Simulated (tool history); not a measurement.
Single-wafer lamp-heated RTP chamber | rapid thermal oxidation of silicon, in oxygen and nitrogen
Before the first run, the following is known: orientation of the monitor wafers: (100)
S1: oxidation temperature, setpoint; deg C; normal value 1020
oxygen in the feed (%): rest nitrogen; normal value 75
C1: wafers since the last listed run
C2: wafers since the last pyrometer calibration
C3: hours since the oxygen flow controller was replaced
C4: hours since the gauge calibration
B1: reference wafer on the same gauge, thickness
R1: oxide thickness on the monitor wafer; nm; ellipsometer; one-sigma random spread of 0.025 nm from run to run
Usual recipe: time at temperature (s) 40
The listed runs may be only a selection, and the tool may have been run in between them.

Run 1, day 0: usual settings but oxygen in the feed (%) 67; C1 0; C2 3308; C3 5122.9; C4 137.9; B1 4.349. Result: R1 5.137 nm.
Run 2, day 0.667: usual settings but oxygen in the feed (%) 67; C1 217; C2 3526; C3 5138.9; C4 153.9; B1 4.343. Result: R1 5.13 nm.
Run 3, day 1: usual settings but oxygen in the feed (%) 67; C1 108; C2 3635; C3 5146.9; C4 161.9; B1 4.347. Result: R1 5.176 nm.
Run 4, day 1.396: usual settings; C1 129; C2 3764; C3 5156.4; C4 171.4; B1 4.359. Result: R1 5.346 nm.
At day 1.492: gauge calibrated.
Run 5, day 1.654: usual settings but time at temperature (s) 29, oxygen in the feed (%) 88; C1 84; C2 3848; C3 5162.6; C4 3.9; B1 4.346. Result: R1 4.925 nm.
Run 6, day 2.221: usual settings but time at temperature (s) 29, oxygen in the feed (%) 88; C1 185; C2 4033; C3 5176.2; C4 17.5; B1 4.338. Result: R1 4.934 nm.
Run 7, day 2.65: usual settings but time at temperature (s) 29, oxygen in the feed (%) 88; C1 140; C2 4174; C3 5186.5; C4 27.8; B1 4.355. Result: R1 4.937 nm.
At day 3.154: oxygen flow controller replaced.
Run 8, day 3.175: usual settings; C1 62; C2 4236; C3 0.5; C4 40.4; B1 4.351. Result: R1 5.36 nm.
Run 9, day 3.367: usual settings; C1 62; C2 4299; C3 5.1; C4 45; B1 4.35. Result: R1 5.323 nm.
Run 10, day 3.638: usual settings; C1 88; C2 4387; C3 11.6; C4 51.5; B1 4.357. Result: R1 5.329 nm.
Run 11, day 4.288: usual settings but time at temperature (s) 51, oxygen in the feed (%) 61; C1 212; C2 4599; C3 27.2; C4 67.1; B1 4.344. Result: R1 5.588 nm.
Run 12, day 4.958: usual settings but time at temperature (s) 26; C1 219; C2 4819; C3 43.3; C4 83.2; B1 4.351. Result: R1 4.456 nm.
Run 13, day 5.542: usual settings but S1 1038 deg C, oxygen in the feed (%) 95; C1 190; C2 5009; C3 57.3; C4 97.2; B1 4.347. Result: R1 6.602 nm.
Run 14, day 5.883: usual settings; C1 111; C2 5121; C3 65.5; C4 105.4; B1 4.355. Result: R1 5.395 nm.
Run 15, day 6.3: usual settings; C1 136; C2 5257; C3 75.5; C4 115.4; B1 4.339. Result: R1 5.326 nm.
At day 6.983: pyrometer window cleaned and pyrometer calibrated.
Run 16, day 7.004: usual settings but S1 995 deg C, time at temperature (s) 25, oxygen in the feed (%) 61; C1 121; C2 6; C3 92.4; C4 132.3; B1 4.343. Result: R1 3.509 nm.

For run 17, what comes out?
Run 17, day 7.946: usual settings but time at temperature (s) 55, oxygen in the feed (%) 45; C1 307; C2 314; C3 115; C4 154.9; B1 ?. Result: R1 ?.

B1: 4.343
R1: 5.088 nm
On a tool with no hidden condition, and with the same random variation, this run would have come out at R1 5.088 nm.

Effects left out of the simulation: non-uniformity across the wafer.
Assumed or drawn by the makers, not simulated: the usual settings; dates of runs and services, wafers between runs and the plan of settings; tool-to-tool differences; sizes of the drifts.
